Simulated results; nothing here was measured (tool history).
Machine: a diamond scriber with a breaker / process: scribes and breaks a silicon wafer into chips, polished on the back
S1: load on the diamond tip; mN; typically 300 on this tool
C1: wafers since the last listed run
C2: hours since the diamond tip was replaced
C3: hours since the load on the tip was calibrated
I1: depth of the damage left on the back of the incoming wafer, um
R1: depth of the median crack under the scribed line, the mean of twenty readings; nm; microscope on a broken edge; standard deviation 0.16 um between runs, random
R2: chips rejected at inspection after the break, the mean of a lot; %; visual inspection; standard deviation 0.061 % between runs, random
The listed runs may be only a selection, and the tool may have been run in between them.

Run 1, hour 0: usual settings but S1 240 mN; C1 0; C2 339.2; C3 147.3; I1 0.02. Result: R1 7250 nm, R2 18.93 %.
Run 2, hour 36: usual settings but S1 321 mN; C1 100; C2 375.2; C3 183.3; I1 0.02. Result: R1 10410 nm, R2 3.23 %.
Run 3, hour 65.3: usual settings but S1 321 mN; C1 81; C2 404.5; C3 212.6; I1 0.03. Result: R1 9890 nm, R2 3.07 %.
Run 4, hour 124.3: usual settings but S1 321 mN; C1 164; C2 463.5; C3 271.6; I1 0.04. Result: R1 10030 nm, R2 2.98 %.
Run 5, hour 194.5: usual settings; C1 195; C2 533.7; C3 341.8; I1 0.05. Result: R1 9710 nm, R2 1.93 %.
Run 6, hour 226.2: usual settings; C1 88; C2 565.4; C3 373.5; I1 0.04. Result: R1 9790 nm, R2 1.91 %.
Run 7, hour 259.6: usual settings but S1 335 mN; C1 93; C2 598.8; C3 406.9; I1 0.05. Result: R1 10900 nm, R2 5.29 %.
Run 8, hour 305.3: usual settings but S1 335 mN; C1 127; C2 644.5; C3 452.6; I1 0.04. Result: R1 10950 nm, R2 5.08 %.
Run 9, hour 375.4: usual settings; C1 195; C2 714.6; C3 522.7; I1 0.02. Result: R1 9380 nm, R2 1.82 %.
Run 10, hour 441.1: usual settings; C1 183; C2 780.3; C3 588.4; I1 0.01. Result: R1 9690 nm, R2 1.88 %.
At hour 459.8: diamond tip replaced by a new one.
Run 11, hour 467.4: usual settings; C1 67; C2 7.6; C3 614.7; I1 0.02. Result: R1 9630 nm, R2 1.82 %.
Run 12, hour 504.4: usual settings; C1 103; C2 44.6; C3 651.7; I1 0.02. Result: R1 9700 nm, R2 1.87 %.
Run 13, hour 545.3: usual settings but S1 323 mN; C1 114; C2 85.5; C3 692.6; I1 0.03. Result: R1 10270 nm, R2 3.41 %.
Run 14, hour 596.2: usual settings but S1 274 mN; C1 141; C2 136.4; C3 743.5; I1 0.01. Result: R1 8690 nm, R2 4.3 %.
At hour 602.8: load on the tip recalibrated.
Run 15, hour 648.6: usual settings but S1 358 mN; C1 140; C2 188.8; C3 45.8; I1 0.04. Result: R1 11830 nm, R2 9.55 %.
Run 16, hour 692.8: usual settings; C1 123; C2 233; C3 90; I1 0.02. Result: R1 9400 nm, R2 1.89 %.
Run 17, hour 736.9: usual settings but S1 343 mN; C1 123; C2 277.1; C3 134.1; I1 0.04. Result: R1 10950 nm, R2 6.64 %.
Run 18, hour 772.8: usual settings but S1 386 mN; C1 100; C2 313; C3 170; I1 0.03. Result: R1 12450 nm, R2 16.96 %.
Run 19, hour 836.6: usual settings but S1 243 mN; C1 177; C2 376.8; C3 233.8; I1 0.04. Result: R1 7260 nm, R2 16.68 %.
Run 20, hour 864.5: usual settings but S1 255 mN; C1 77; C2 404.7; C3 261.7; I1 0.01. Result: R1 8000 nm, R2 9.92 %.
Run 21, hour 935.4: usual settings but S1 272 mN; C1 197; C2 475.6; C3 332.6; I1 0.02. Result: R1 8570 nm, R2 5.07 %.
Run 22, hour 1004.5: usual settings; C1 192; C2 544.7; C3 401.7; I1 0.02. Result: R1 9350 nm, R2 1.83 %.
Run 23, hour 1055: usual settings but S1 238 mN; C1 140; C2 595.2; C3 452.2; I1 0.04. Result: R1 6940 nm, R2 19.49 %.
Run 24, hour 1108.3: usual settings; C1 148; C2 648.5; C3 505.5; I1 0.02. Result: R1 9540 nm, R2 1.97 %.
Run 25, hour 1171: usual settings but S1 337 mN; C1 174; C2 711.2; C3 568.2; I1 0.02. Result: R1 10890 nm, R2 5.42 %.

What if the next run were any one of these 4? Each begins from the tool's condition after run 25:
Run A, hour 1171.6: usual settings; C1 1; C2 711.8; C3 568.8; I1 0.01. Result: R1 ?, R2 ?.
Run B, hour 1171.6: usual settings but S1 361 mN; C1 1; C2 711.8; C3 568.8; I1 0.01. Result: R1 ?, R2 ?.
Run C, hour 1171.6: usual settings but S1 342 mN; C1 1; C2 711.8; C3 568.8; I1 0.01. Result: R1 ?, R2 ?.
Run D, hour 1171.6: usual settings but S1 339 mN; C1 1; C2 711.8; C3 568.8; I1 0.01. Result: R1 ?, R2 ?.

run     R1     R2
  A   9480   1.84
  B  11560  10.24
  C  10940   6.28
  D  10840   5.73
What these runs would have given with no unlogged condition in the tool:
run     R1     R2
  A   9480   1.84
  B  11560  10.24
  C  10940   6.28
  D  10840   5.73
